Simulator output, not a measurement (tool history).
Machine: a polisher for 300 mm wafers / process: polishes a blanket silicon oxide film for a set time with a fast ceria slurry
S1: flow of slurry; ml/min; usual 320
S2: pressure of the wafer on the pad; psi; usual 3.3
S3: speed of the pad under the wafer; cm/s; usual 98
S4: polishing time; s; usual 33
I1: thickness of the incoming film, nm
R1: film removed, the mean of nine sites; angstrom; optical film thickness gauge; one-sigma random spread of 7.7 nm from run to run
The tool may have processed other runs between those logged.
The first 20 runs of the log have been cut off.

run 21 day=56.271 | S1=260 S2=4.3 S3=98 S4=39 | I1=3362.8 | R1=7934
run 22 day=59.146 | S1=350 S2=3.3 S3=124 S4=33 | I1=3390.8 | R1=6321
run 23 day=60.433 | S1=320 S2=2.5 S3=106 S4=25 | I1=3384.1 | R1=3224
run 24 day=61.996 | S1=240 S2=4 S3=98 S4=29 | I1=3378.4 | R1=5392
run 25 day=64.888 | S1=320 S2=3.3 S3=98 S4=33 | I1=3421.2 | R1=5341
-- day=66.058 worn pad replaced by a new one
run 26 day=66.079 | S1=275 S2=3.3 S3=128 S4=33 | I1=3318 | R1=6196
run 27 day=67.842 | S1=320 S2=3.3 S3=72 S4=30 | I1=3426.9 | R1=3779
run 28 day=69.138 | S1=320 S2=3.3 S3=132 S4=44 | I1=3340 | R1=8659
run 29 day=70.183 | S1=410 S2=4.2 S3=98 S4=33 | I1=3373.1 | R1=6648

Run 30, settings as shown, results not yet in. Your forecast:
-- day=70.708 slurry nozzle cleaned
run 30 day=72.075 | S1=320 S2=3.3 S3=86 S4=33 | I1=3375.4 | R1=?

R1: 5044 angstrom
Were there no unlogged condition in the tool, this run, its random variation unchanged, would have produced R1 4824 angstrom.
